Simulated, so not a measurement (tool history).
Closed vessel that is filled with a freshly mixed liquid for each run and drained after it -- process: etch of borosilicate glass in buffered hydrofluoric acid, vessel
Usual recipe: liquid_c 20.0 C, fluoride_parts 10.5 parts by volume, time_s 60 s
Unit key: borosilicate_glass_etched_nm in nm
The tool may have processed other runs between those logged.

run	hour	liquid_c	fluoride_parts	time_s	wafers since the last listed run	hours since the thermometer was replaced	hours since the hydrofluoric acid flow meter was replaced	hours since the gauge calibration	read-back film thickness of the borosilicate glass reference wafer, read on the same gauge (nm)	borosilicate_glass_etched_nm
1	0.0	20.0	10.5	60	0	1785.9	408.1	556.5	120.01	58.27
# hour 39.6: hydrofluoric acid flow meter replaced
2	68.6	20.0	10.5	60	5230	1854.5	29.0	625.1	120.01	58.21
# hour 72.5: gauge calibrated
3	128.1	20.0	10.5	60	4604	1914.0	88.5	55.6	120.04	58.33
4	161.1	20.0	12.5	35	2553	1947.0	121.5	88.6	120.01	28.44
5	189.6	20.0	12.5	35	2205	1975.5	150.0	117.1	120.01	28.76
6	254.1	20.0	12.5	35	4990	2040.0	214.5	181.6	120.00	28.73
7	302.2	20.0	10.5	60	3721	2088.1	262.6	229.7	120.00	58.05
8	360.9	20.0	10.5	60	4542	2146.8	321.3	288.4	120.00	58.45
# hour 403.1: thermometer replaced
9	425.0	18.5	10.5	60	4882	21.9	385.4	352.5	120.00	50.28
# hour 474.5: hydrofluoric acid flow meter replaced
10	484.2	18.0	10.5	40	4503	81.1	9.7	411.7	120.01	32.63
11	514.8	17.5	9.0	60	2367	111.7	40.3	442.3	119.98	53.57
12	570.5	20.0	10.5	60	4310	167.4	96.0	498.0	119.97	55.41
13	615.3	20.0	12.0	60	3466	212.2	140.8	542.8	120.03	48.28
# hour 653.4: gauge calibrated
14	675.2	20.0	6.5	40	4635	272.1	200.7	21.8	119.97	58.08
15	707.1	20.0	10.5	60	2468	304.0	232.6	53.7	119.97	54.99
16	747.4	20.0	10.5	60	3118	344.3	272.9	94.0	120.00	55.48
17	908.1	17.0	8.0	30	12434	505.0	433.6	254.7	120.02	30.26

Predict each of these 5 candidate next runs independently; none follows another, all start after run 17:
A	908.8	20.0	10.5	60	54	505.7	434.3	255.4	?	?
B	908.8	20.0	9.0	60	54	505.7	434.3	255.4	?	?
C	908.8	23.5	12.0	30	54	505.7	434.3	255.4	?	?
D	908.8	20.0	10.5	35	54	505.7	434.3	255.4	?	?
E	908.8	20.0	13.0	60	54	505.7	434.3	255.4	?	?

run	read-back film thickness of the borosilicate glass reference wafer, read on the same gauge (nm)	borosilicate_glass_etched_nm
A	120.00	55.28
B	120.00	62.10
C	120.00	29.27
D	120.00	32.25
E	120.00	44.76
What these runs would have given with no unlogged condition in the tool:
run	borosilicate_glass_etched_nm
A	53.79
B	60.43
C	28.50
D	31.38
E	43.55

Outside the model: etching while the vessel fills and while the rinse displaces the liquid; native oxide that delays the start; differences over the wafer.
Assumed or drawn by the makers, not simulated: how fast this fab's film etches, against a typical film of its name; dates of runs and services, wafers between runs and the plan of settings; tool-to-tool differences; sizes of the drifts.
